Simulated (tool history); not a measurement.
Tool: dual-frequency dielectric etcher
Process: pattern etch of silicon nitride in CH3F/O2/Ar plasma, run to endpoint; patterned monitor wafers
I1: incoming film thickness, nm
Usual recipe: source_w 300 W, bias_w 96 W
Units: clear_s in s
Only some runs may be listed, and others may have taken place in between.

{"run": 1, "hour": 0.0, "source_w": 300, "bias_w": 96, "I1": 24.33, "clear_s": 34.4}
{"run": 2, "hour": 55.4, "source_w": 300, "bias_w": 109, "I1": 23.91, "clear_s": 32.5}
{"run": 3, "hour": 96.8, "source_w": 300, "bias_w": 109, "I1": 24.34, "clear_s": 32.9}
{"run": 4, "hour": 170.1, "source_w": 300, "bias_w": 96, "I1": 24.14, "clear_s": 34.3}
{"run": 5, "hour": 219.7, "source_w": 300, "bias_w": 96, "I1": 24.48, "clear_s": 34.7}
{"run": 6, "hour": 272.6, "source_w": 300, "bias_w": 96, "I1": 24.43, "clear_s": 34.6}
{"run": 7, "hour": 345.8, "source_w": 260, "bias_w": 96, "I1": 24.19, "clear_s": 37}
{"hour": 405.1, "done": "wet clean of the chamber"}
{"run": 8, "hour": 408.9, "source_w": 260, "bias_w": 96, "I1": 24.4, "clear_s": 37.3}
{"run": 9, "hour": 499.0, "source_w": 300, "bias_w": 96, "I1": 24.53, "clear_s": 34.6}
{"run": 10, "hour": 676.1, "source_w": 300, "bias_w": 96, "I1": 24.35, "clear_s": 34}
{"run": 11, "hour": 765.3, "source_w": 300, "bias_w": 96, "I1": 24.01, "clear_s": 33.7}
{"hour": 769.5, "done": "source power generator calibrated"}
{"run": 12, "hour": 822.4, "source_w": 300, "bias_w": 96, "I1": 24.21, "clear_s": 34.3}
{"run": 13, "hour": 884.5, "source_w": 300, "bias_w": 96, "I1": 24.26, "clear_s": 33.9}
{"run": 14, "hour": 922.4, "source_w": 300, "bias_w": 96, "I1": 24.1, "clear_s": 34.1}
{"hour": 959.7, "done": "wet clean of the chamber"}
{"run": 15, "hour": 1021.4, "source_w": 300, "bias_w": 96, "I1": 24.34, "clear_s": 34.3}
{"run": 16, "hour": 1069.1, "source_w": 300, "bias_w": 96, "I1": 23.95, "clear_s": 34.1}
{"hour": 1106.7, "done": "upper electrode replaced"}
{"run": 17, "hour": 1159.4, "source_w": 280, "bias_w": 106, "I1": 24.16, "clear_s": 34.1}
{"run": 18, "hour": 1225.6, "source_w": 330, "bias_w": 81, "I1": 24.23, "clear_s": 35}
{"run": 19, "hour": 1316.0, "source_w": 230, "bias_w": 78, "I1": 24.09, "clear_s": 41.8}
{"hour": 1369.2, "done": "bias power generator calibrated"}
{"run": 20, "hour": 1402.2, "source_w": 340, "bias_w": 115, "I1": 24.13, "clear_s": 30.2}
{"hour": 1488.6, "done": "wet clean of the chamber"}
{"run": 21, "hour": 1704.8, "source_w": 350, "bias_w": 104, "I1": 24.17, "clear_s": 31.3}
{"run": 22, "hour": 1742.5, "source_w": 300, "bias_w": 106, "I1": 24.15, "clear_s": 33.6}
{"run": 23, "hour": 1816.0, "source_w": 330, "bias_w": 72, "I1": 24.28, "clear_s": 35.7}
{"run": 24, "hour": 1895.5, "source_w": 280, "bias_w": 96, "I1": 24.4, "clear_s": 35.7}
{"run": 25, "hour": 1932.8, "source_w": 300, "bias_w": 96, "I1": 24.27, "clear_s": 34.5}
{"hour": 1966.6, "done": "wet clean of the chamber"}
{"run": 26, "hour": 1988.4, "source_w": 300, "bias_w": 96, "I1": 24.15, "clear_s": 34.2}
{"run": 27, "hour": 2074.0, "source_w": 370, "bias_w": 96, "I1": 24.1, "clear_s": 30.7}
{"run": 28, "hour": 2140.2, "source_w": 350, "bias_w": 116, "I1": 24.31, "clear_s": 30}
{"run": 29, "hour": 2209.7, "source_w": 240, "bias_w": 89, "I1": 24.18, "clear_s": 39.7}
{"run": 30, "hour": 2276.4, "source_w": 300, "bias_w": 96, "I1": 24.28, "clear_s": 34.6}
{"run": 31, "hour": 2329.9, "source_w": 350, "bias_w": 116, "I1": 24.16, "clear_s": 30.2}
{"run": 32, "hour": 2435.9, "source_w": 300, "bias_w": 96, "I1": 24.05, "clear_s": 33.6}
{"hour": 2460.2, "done": "wet clean of the chamber"}
{"run": 33, "hour": 2498.8, "source_w": 300, "bias_w": 76, "I1": 24.17, "clear_s": 37.2}
{"run": 34, "hour": 2604.1, "source_w": 300, "bias_w": 96, "I1": 24.48, "clear_s": 34.8}

The tool's hidden state at each run:
etch rate over this chamber's usual, %: 0 across all the runs
source power that arrives over what is set, %: 0 across all the runs
bias power that arrives over what is set, %: 0 across all the runs
